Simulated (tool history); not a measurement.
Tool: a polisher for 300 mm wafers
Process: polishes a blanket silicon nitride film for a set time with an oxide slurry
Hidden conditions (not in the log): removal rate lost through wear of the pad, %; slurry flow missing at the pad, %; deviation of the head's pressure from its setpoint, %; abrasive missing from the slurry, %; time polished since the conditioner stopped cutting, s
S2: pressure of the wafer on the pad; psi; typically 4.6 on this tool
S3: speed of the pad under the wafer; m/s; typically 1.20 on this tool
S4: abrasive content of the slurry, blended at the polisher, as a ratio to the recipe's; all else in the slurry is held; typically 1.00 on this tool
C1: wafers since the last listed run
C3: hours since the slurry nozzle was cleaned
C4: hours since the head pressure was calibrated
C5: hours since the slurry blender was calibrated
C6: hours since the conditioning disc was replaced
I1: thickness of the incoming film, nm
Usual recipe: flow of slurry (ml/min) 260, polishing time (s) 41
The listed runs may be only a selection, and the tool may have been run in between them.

Run 1, hour 0.0: usual settings; C1 0; wafers polished on this pad 164; C3 391.8; C4 422.2; C5 232.9; C6 143.0; I1 258.5. Result: film removed (nm) 37.9.
At hour 0.1: slurry blender recalibrated.
Run 2, hour 34.8: usual settings; C1 331; wafers polished on this pad 495; C3 426.6; C4 457.0; C5 34.7; C6 177.8; I1 260.3. Result: film removed (nm) 41.5.
Run 3, hour 64.4: usual settings; C1 282; wafers polished on this pad 778; C3 456.2; C4 486.6; C5 64.3; C6 207.4; I1 257.9. Result: film removed (nm) 41.1.
Run 4, hour 94.6: usual settings; C1 288; wafers polished on this pad 1066; C3 486.4; C4 516.8; C5 94.5; C6 237.6; I1 258.6. Result: film removed (nm) 40.4.
Run 5, hour 145.4: usual settings; C1 485; wafers polished on this pad 1552; C3 537.2; C4 567.6; C5 145.3; C6 288.4; I1 257.1. Result: film removed (nm) 39.4.
At hour 189.6: slurry nozzle cleaned.
At hour 218.6: worn pad replaced by a new one.
Run 6, hour 219.1: usual settings but polishing time (s) 34; C1 656; wafers polished on this pad 4; C3 29.5; C4 641.3; C5 219.0; C6 362.1; I1 258.7. Result: film removed (nm) 31.8.
At hour 222.8: slurry blender recalibrated.
At hour 230.1: conditioning disc replaced and pad reconditioned.
Run 7, hour 271.6: usual settings; C1 463; wafers polished on this pad 467; C3 82.0; C4 693.8; C5 48.8; C6 41.5; I1 262.9. Result: film removed (nm) 41.4.
Run 8, hour 329.7: usual settings; C1 554; wafers polished on this pad 1022; C3 140.1; C4 751.9; C5 106.9; C6 99.6; I1 259.8. Result: film removed (nm) 40.7.
Run 9, hour 399.8: usual settings; C1 669; wafers polished on this pad 1692; C3 210.2; C4 822.0; C5 177.0; C6 169.7; I1 256.4. Result: film removed (nm) 38.8.
At hour 413.0: worn pad replaced by a new one.
Run 10, hour 443.1: usual settings but flow of slurry (ml/min) 240; C1 375; wafers polished on this pad 287; C3 253.5; C4 865.3; C5 220.3; C6 213.0; I1 255.9. Result: film removed (nm) 38.5.
At hour 470.2: slurry blender recalibrated.
Run 11, hour 494.2: usual settings but flow of slurry (ml/min) 240; C1 468; wafers polished on this pad 756; C3 304.6; C4 916.4; C5 24.0; C6 264.1; I1 264.9. Result: film removed (nm) 40.6.
At hour 513.5: head pressure recalibrated.
Run 12, hour 544.4: usual settings but S2 5.9 psi, S3 0.90 m/s, S4 1.25, polishing time (s) 55; C1 460; wafers polished on this pad 1216; C3 354.8; C4 30.9; C5 74.2; C6 314.3; I1 257.2. Result: film removed (nm) 63.4.
Run 13, hour 579.3: usual settings but S2 3.6 psi, S4 0.85, polishing time (s) 30; C1 333; wafers polished on this pad 1550; C3 389.7; C4 65.8; C5 109.1; C6 349.2; I1 260.2. Result: film removed (nm) 20.4.
At hour 605.3: conditioning disc replaced and pad reconditioned.
At hour 641.7: worn pad replaced by a new one.
Run 14, hour 650.8: usual settings but S2 5.2 psi; C1 625; wafers polished on this pad 87; C3 461.2; C4 137.3; C5 180.6; C6 45.5; I1 256.0. Result: film removed (nm) 42.8.
Run 15, hour 699.1: usual settings; C1 461; wafers polished on this pad 548; C3 509.5; C4 185.6; C5 228.9; C6 93.8; I1 260.6. Result: film removed (nm) 37.7.
At hour 711.3: slurry blender recalibrated.
Run 16, hour 735.3: usual settings but S2 3.7 psi; C1 326; wafers polished on this pad 875; C3 545.7; C4 221.8; C5 24.0; C6 130.0; I1 263.7. Result: film removed (nm) 33.4.
Run 17, hour 766.4: usual settings but polishing time (s) 32; C1 296; wafers polished on this pad 1172; C3 576.8; C4 252.9; C5 55.1; C6 161.1; I1 260.2. Result: film removed (nm) 31.8.
At hour 800.0: slurry nozzle cleaned.
Run 18, hour 828.9: usual settings but S2 6.2 psi, S3 0.84 m/s, polishing time (s) 36; C1 587; wafers polished on this pad 1759; C3 28.9; C4 315.4; C5 117.6; C6 223.6; I1 262.2. Result: film removed (nm) 36.1.
Run 19, hour 871.4: usual settings; C1 405; wafers polished on this pad 2165; C3 71.4; C4 357.9; C5 160.1; C6 266.1; I1 261.2. Result: film removed (nm) 39.4.
At hour 884.2: worn pad replaced by a new one.
Run 20, hour 938.8: usual settings but flow of slurry (ml/min) 315; C1 605; wafers polished on this pad 521; C3 138.8; C4 425.3; C5 227.5; C6 333.5; I1 261.3. Result: film removed (nm) 38.9.
At hour 940.9: slurry blender recalibrated.
At hour 956.9: conditioning disc replaced and pad reconditioned.
Run 21, hour 973.1: usual settings but flow of slurry (ml/min) 310, S3 1.46 m/s, polishing time (s) 48; C1 289; wafers polished on this pad 810; C3 173.1; C4 459.6; C5 32.2; C6 16.2; I1 257.3. Result: film removed (nm) 56.5.
Run 22, hour 1007.7: usual settings; C1 330; wafers polished on this pad 1141; C3 207.7; C4 494.2; C5 66.8; C6 50.8; I1 257.8. Result: film removed (nm) 40.4.
Run 23, hour 1077.3: usual settings but flow of slurry (ml/min) 190, S3 1.50 m/s, S4 0.85; C1 664; wafers polished on this pad 1805; C3 277.3; C4 563.8; C5 136.4; C6 120.4; I1 259.4. Result: film removed (nm) 40.5.

Forecast each of these 4 alternatives for the next run:
Run A, hour 1077.7: usual settings; C1 3; wafers polished on this pad 1809; C3 277.7; C4 564.2; C5 136.8; C6 120.8; I1 260.3. Result: film removed (nm) ?.
Run B, hour 1077.7: usual settings but S2 3.6 psi, S3 1.52 m/s, S4 1.25, polishing time (s) 32; C1 3; wafers polished on this pad 1809; C3 277.7; C4 564.2; C5 136.8; C6 120.8; I1 260.3. Result: film removed (nm) ?.
Run C, hour 1077.7: usual settings but flow of slurry (ml/min) 325, S2 3.7 psi, S3 1.60 m/s, S4 1.30; C1 3; wafers polished on this pad 1809; C3 277.7; C4 564.2; C5 136.8; C6 120.8; I1 260.3. Result: film removed (nm) ?.
Run D, hour 1077.7: usual settings but flow of slurry (ml/min) 185, S2 3.8 psi; C1 3; wafers polished on this pad 1809; C3 277.7; C4 564.2; C5 136.8; C6 120.8; I1 260.3. Result: film removed (nm) ?.

run  film removed (nm)
  A               39.5
  B               32.4
  C               46.1
  D               31.4
Without the tool's hidden state the same runs would have given:
run  film removed (nm)
  A               41.8
  B               34.0
  C               48.3
  D               33.2

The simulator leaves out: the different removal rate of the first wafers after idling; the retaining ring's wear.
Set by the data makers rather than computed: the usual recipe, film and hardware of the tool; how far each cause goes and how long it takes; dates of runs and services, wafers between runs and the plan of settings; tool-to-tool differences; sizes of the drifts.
